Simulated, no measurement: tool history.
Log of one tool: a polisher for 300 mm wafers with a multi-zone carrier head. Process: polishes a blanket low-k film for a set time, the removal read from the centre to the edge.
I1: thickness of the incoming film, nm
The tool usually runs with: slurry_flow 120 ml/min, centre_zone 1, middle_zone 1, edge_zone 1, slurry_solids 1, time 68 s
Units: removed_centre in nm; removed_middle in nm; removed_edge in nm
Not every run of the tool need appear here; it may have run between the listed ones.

Run 1, day 0: usual settings but centre_zone 0.92, time 51 s; I1 348.6. Result: removed_centre 14.9 nm, removed_middle 16.1 nm, removed_edge 15.7 nm.
Run 2, day 2.125: usual settings; I1 348.3. Result: removed_centre 21.2 nm, removed_middle 22 nm, removed_edge 21.2 nm.
Run 3, day 3.221: usual settings; I1 352.6. Result: removed_centre 21.9 nm, removed_middle 21.8 nm, removed_edge 20.9 nm.
At day 4.671: worn pad replaced by a new one.
Run 4, day 5.967: usual settings; I1 356. Result: removed_centre 21.1 nm, removed_middle 21.6 nm, removed_edge 21 nm.
At day 6.45: slurry nozzle cleaned.
Run 5, day 7.242: usual settings; I1 347.8. Result: removed_centre 20.9 nm, removed_middle 21.7 nm, removed_edge 21.3 nm.
At day 7.708: edge zone pressure recalibrated.
Run 6, day 8.762: usual settings; I1 343.5. Result: removed_centre 21.5 nm, removed_middle 21.4 nm, removed_edge 21 nm.
Run 7, day 10.592: usual settings; I1 349.3. Result: removed_centre 22.2 nm, removed_middle 21.6 nm, removed_edge 21.3 nm.
At day 12.45: carrier head's membrane replaced by a new one.
Run 8, day 12.471: usual settings; I1 352.3. Result: removed_centre 21.2 nm, removed_middle 21.5 nm, removed_edge 21.1 nm.
At day 13.662: worn pad replaced by a new one.
Run 9, day 13.683: usual settings; I1 351.2. Result: removed_centre 21.1 nm, removed_middle 21.7 nm, removed_edge 20.9 nm.
Run 10, day 15.096: usual settings but middle_zone 1.03, edge_zone 0.89, slurry_solids 1.15, time 51 s; I1 350.2. Result: removed_centre 17.1 nm, removed_middle 17.9 nm, removed_edge 16.1 nm.
At day 17.025: slurry nozzle cleaned.
Run 11, day 17.179: usual settings but slurry_flow 90 ml/min, centre_zone 1.05, middle_zone 0.94, slurry_solids 1.15; I1 343.8. Result: removed_centre 21.7 nm, removed_middle 20.9 nm, removed_edge 21.3 nm.
At day 19.125: centre zone pressure recalibrated.
Run 12, day 19.254: usual settings but slurry_flow 160 ml/min, edge_zone 0.89; I1 350.8. Result: removed_centre 22.7 nm, removed_middle 22.8 nm, removed_edge 20.9 nm.
Run 13, day 22.088: usual settings but time 51 s; I1 350.2. Result: removed_centre 16.6 nm, removed_middle 16.1 nm, removed_edge 15.7 nm.
At day 23.483: worn pad replaced by a new one.
Run 14, day 23.504: usual settings but centre_zone 1.06; I1 349.3. Result: removed_centre 22.6 nm, removed_middle 21.3 nm, removed_edge 21.1 nm.
Run 15, day 25.188: usual settings but centre_zone 0.92; I1 347.5. Result: removed_centre 19.4 nm, removed_middle 22 nm, removed_edge 20.9 nm.
Run 16, day 26.304: usual settings but middle_zone 0.89, slurry_solids 1.15, time 88 s; I1 348.9. Result: removed_centre 29.9 nm, removed_middle 27.2 nm, removed_edge 29.4 nm.
Run 17, day 27.512: usual settings; I1 352. Result: removed_centre 21.8 nm, removed_middle 21.8 nm, removed_edge 21.2 nm.
Run 18, day 29.325: usual settings; I1 347.8. Result: removed_centre 21.5 nm, removed_middle 21.6 nm, removed_edge 21.2 nm.
At day 29.85: slurry nozzle cleaned.
Run 19, day 32.108: usual settings; I1 344.9. Result: removed_centre 21.4 nm, removed_middle 21.6 nm, removed_edge 21 nm.
At day 32.671: worn pad replaced by a new one.
Run 20, day 33.158: usual settings but slurry_flow 80 ml/min, centre_zone 0.91, middle_zone 1.08; I1 348.1. Result: removed_centre 17.5 nm, removed_middle 20.9 nm, removed_edge 19.7 nm.
Run 21, day 34.588: usual settings but slurry_flow 100 ml/min, edge_zone 0.92; I1 350.1. Result: removed_centre 19.9 nm, removed_middle 20.8 nm, removed_edge 19.8 nm.
Run 22, day 37.342: usual settings but middle_zone 1.09; I1 349.4. Result: removed_centre 21.6 nm, removed_middle 23.3 nm, removed_edge 21.1 nm.

What the log doesn't show, run by run:
removal rate lost through wear of the pad, %: 0 at every run
slurry flow missing at the pad, %: 0 at every run
deviation of the centre zone's pressure from its setpoint, %: 0 at every run
deviation of the edge zone's pressure from its setpoint, %: 0 at every run
